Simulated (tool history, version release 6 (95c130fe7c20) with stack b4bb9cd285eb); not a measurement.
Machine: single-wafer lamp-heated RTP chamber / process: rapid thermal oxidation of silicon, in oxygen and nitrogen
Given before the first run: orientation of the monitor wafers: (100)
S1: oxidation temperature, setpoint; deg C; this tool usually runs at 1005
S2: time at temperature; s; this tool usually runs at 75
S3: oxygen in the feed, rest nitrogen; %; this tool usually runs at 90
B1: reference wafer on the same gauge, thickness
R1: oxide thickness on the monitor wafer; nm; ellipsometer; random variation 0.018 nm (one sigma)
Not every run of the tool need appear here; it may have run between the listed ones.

run 1 hour=0.0 | S1=1005 S2=97 S3=90 | B1=8.125 | R1=7.843
run 2 hour=26.8 | S1=1005 S2=97 S3=90 | B1=8.127 | R1=7.810
-- hour=48.4 gauge calibrated
run 3 hour=50.3 | S1=1005 S2=93 S3=90 | B1=8.119 | R1=7.721
run 4 hour=74.4 | S1=1005 S2=93 S3=90 | B1=8.109 | R1=7.732
run 5 hour=87.1 | S1=1005 S2=75 S3=90 | B1=8.115 | R1=7.005
run 6 hour=99.7 | S1=1005 S2=75 S3=90 | B1=8.116 | R1=7.032
run 7 hour=115.6 | S1=1005 S2=75 S3=90 | B1=8.131 | R1=7.030
run 8 hour=132.1 | S1=1005 S2=75 S3=90 | B1=8.123 | R1=7.032
run 9 hour=144.6 | S1=1005 S2=75 S3=90 | B1=8.120 | R1=7.051
run 10 hour=173.8 | S1=1005 S2=75 S3=90 | B1=8.122 | R1=7.044
run 11 hour=197.4 | S1=1005 S2=87 S3=90 | B1=8.113 | R1=7.563
run 12 hour=217.0 | S1=1005 S2=75 S3=90 | B1=8.116 | R1=7.048
-- hour=249.6 pyrometer window cleaned and pyrometer calibrated
run 13 hour=250.1 | S1=984 S2=75 S3=90 | B1=8.122 | R1=5.899
run 14 hour=263.4 | S1=1005 S2=75 S3=90 | B1=8.116 | R1=6.888
run 15 hour=309.1 | S1=1022 S2=40 S3=98 | B1=8.124 | R1=6.084
-- hour=315.8 gauge calibrated
run 16 hour=322.8 | S1=1023 S2=38 S3=70 | B1=8.113 | R1=5.362
-- hour=349.8 oxygen flow controller replaced
run 17 hour=353.6 | S1=981 S2=49 S3=98 | B1=8.115 | R1=4.928
run 18 hour=376.3 | S1=981 S2=53 S3=98 | B1=8.123 | R1=5.125
run 19 hour=390.7 | S1=1026 S2=44 S3=82 | B1=8.109 | R1=6.133
run 20 hour=408.2 | S1=982 S2=75 S3=90 | B1=8.123 | R1=5.803
run 21 hour=429.7 | S1=1025 S2=39 S3=90 | B1=8.119 | R1=5.991
run 22 hour=457.1 | S1=1005 S2=75 S3=90 | B1=8.117 | R1=6.871
run 23 hour=475.6 | S1=1005 S2=75 S3=90 | B1=8.113 | R1=6.924

Each row is a separate what-if for the run after 23, all from the same tool condition, not one after another. Results?
run A hour=476.0 | S1=1005 S2=75 S3=90 | B1=? | R1=?
run B hour=476.0 | S1=1005 S2=92 S3=90 | B1=? | R1=?
run C hour=476.0 | S1=1005 S2=46 S3=90 | B1=? | R1=?
run D hour=476.0 | S1=1013 S2=75 S3=98 | B1=? | R1=?

run=A B1=8.114 R1=6.916
run=B B1=8.114 R1=7.579
run=C B1=8.114 R1=5.583
run=D B1=8.114 R1=7.555
What these runs would have given with no unlogged condition in the tool:
run=A R1=6.891
run=B R1=7.552
run=C R1=5.563
run=D R1=7.528
